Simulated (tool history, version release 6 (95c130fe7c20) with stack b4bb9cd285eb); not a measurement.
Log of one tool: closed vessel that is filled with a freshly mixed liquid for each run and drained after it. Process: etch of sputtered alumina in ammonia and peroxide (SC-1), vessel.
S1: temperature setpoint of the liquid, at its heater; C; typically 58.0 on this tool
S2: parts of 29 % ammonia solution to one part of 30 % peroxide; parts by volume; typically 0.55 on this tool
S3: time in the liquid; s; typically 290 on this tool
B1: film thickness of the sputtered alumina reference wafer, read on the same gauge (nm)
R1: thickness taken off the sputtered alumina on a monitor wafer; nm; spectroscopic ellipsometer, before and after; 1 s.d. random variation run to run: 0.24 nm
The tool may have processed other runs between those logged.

{"run": 1, "day": 0.0, "S1": 58.0, "S2": 0.55, "S3": 290, "B1": 130.0, "R1": 33.61}
{"day": 5.1, "done": "ammonia flow meter replaced"}
{"day": 10.904, "done": "new drum of ammonia solution connected"}
{"run": 2, "day": 11.167, "S1": 58.0, "S2": 0.55, "S3": 290, "B1": 130.02, "R1": 33.55}
{"run": 3, "day": 15.517, "S1": 58.0, "S2": 0.55, "S3": 290, "B1": 130.01, "R1": 33.85}
{"run": 4, "day": 17.671, "S1": 58.0, "S2": 0.55, "S3": 290, "B1": 130.0, "R1": 33.94}
{"run": 5, "day": 21.921, "S1": 58.0, "S2": 0.6, "S3": 290, "B1": 130.01, "R1": 34.34}
{"run": 6, "day": 23.846, "S1": 58.0, "S2": 0.6, "S3": 290, "B1": 129.98, "R1": 34.4}
{"run": 7, "day": 26.133, "S1": 58.0, "S2": 0.55, "S3": 290, "B1": 130.01, "R1": 34.09}
{"run": 8, "day": 27.921, "S1": 58.0, "S2": 0.55, "S3": 290, "B1": 129.99, "R1": 33.75}
{"run": 9, "day": 29.662, "S1": 58.0, "S2": 0.55, "S3": 290, "B1": 130.0, "R1": 34.65}
{"run": 10, "day": 32.375, "S1": 58.0, "S2": 0.55, "S3": 395, "B1": 130.01, "R1": 46.51}
{"day": 33.396, "done": "thermometer replaced"}
{"run": 11, "day": 37.038, "S1": 52.0, "S2": 0.55, "S3": 135, "B1": 130.01, "R1": 10.69}
{"day": 37.612, "done": "ammonia flow meter replaced"}
{"run": 12, "day": 39.762, "S1": 49.5, "S2": 0.7, "S3": 290, "B1": 130.0, "R1": 20.57}
{"day": 40.692, "done": "new drum of ammonia solution connected"}
{"run": 13, "day": 43.825, "S1": 58.0, "S2": 0.55, "S3": 290, "B1": 130.0, "R1": 32.08}
{"day": 45.421, "done": "gauge calibrated"}
{"run": 14, "day": 45.779, "S1": 67.0, "S2": 0.85, "S3": 290, "B1": 130.0, "R1": 52.44}
{"run": 15, "day": 48.917, "S1": 49.0, "S2": 0.3, "S3": 375, "B1": 130.0, "R1": 24.11}
{"run": 16, "day": 51.358, "S1": 58.0, "S2": 0.55, "S3": 290, "B1": 129.98, "R1": 31.92}
{"run": 17, "day": 53.617, "S1": 58.0, "S2": 0.85, "S3": 380, "B1": 130.01, "R1": 44.41}
{"run": 18, "day": 57.642, "S1": 58.0, "S2": 0.55, "S3": 290, "B1": 130.01, "R1": 32.09}
{"day": 65.242, "done": "new drum of ammonia solution connected"}
{"run": 19, "day": 69.1, "S1": 48.0, "S2": 0.85, "S3": 335, "B1": 130.01, "R1": 23.22}
{"run": 20, "day": 72.329, "S1": 62.0, "S2": 0.7, "S3": 440, "B1": 130.02, "R1": 62.44}
{"day": 75.171, "done": "ammonia flow meter replaced"}
{"run": 21, "day": 75.454, "S1": 58.0, "S2": 0.55, "S3": 290, "B1": 130.01, "R1": 33.04}
{"run": 22, "day": 79.175, "S1": 61.0, "S2": 0.45, "S3": 170, "B1": 130.01, "R1": 22.02}
{"run": 23, "day": 82.242, "S1": 58.0, "S2": 0.75, "S3": 290, "B1": 129.99, "R1": 33.95}
{"run": 24, "day": 86.033, "S1": 58.0, "S2": 0.3, "S3": 360, "B1": 130.0, "R1": 39.33}
{"day": 89.879, "done": "new drum of ammonia solution connected"}
{"run": 25, "day": 90.483, "S1": 51.0, "S2": 0.3, "S3": 290, "B1": 129.98, "R1": 21.81}
{"run": 26, "day": 99.362, "S1": 54.0, "S2": 0.7, "S3": 170, "B1": 130.02, "R1": 16.45}
{"run": 27, "day": 101.529, "S1": 50.0, "S2": 0.7, "S3": 415, "B1": 130.01, "R1": 32.46}

Run-by-run hidden state of the tool:
ammonia flow above the setpoint (%): 0, the same for each run
ammonia solution weaker than its label (%): 0, the same for each run
gauge reads high (%): 0, the same for each run
H1: liquid hotter than its thermometer reads (K)
run=1 H1=1.22
run=2 H1=1.43
run=3 H1=1.51
run=4 H1=1.55
run=5 H1=1.63
run=6 H1=1.67
run=7 H1=1.71
run=8 H1=1.75
run=9 H1=1.78
run=10 H1=1.83
run=11 H1=0.414
run=12 H1=0.466
run=13 H1=0.543
run=14 H1=0.58
run=15 H1=0.639
run=16 H1=0.686
run=17 H1=0.729
run=18 H1=0.805
run=19 H1=1.02
run=20 H1=1.08
run=21 H1=1.14
run=22 H1=1.21
run=23 H1=1.27
run=24 H1=1.34
run=25 H1=1.43
run=26 H1=1.6
run=27 H1=1.64

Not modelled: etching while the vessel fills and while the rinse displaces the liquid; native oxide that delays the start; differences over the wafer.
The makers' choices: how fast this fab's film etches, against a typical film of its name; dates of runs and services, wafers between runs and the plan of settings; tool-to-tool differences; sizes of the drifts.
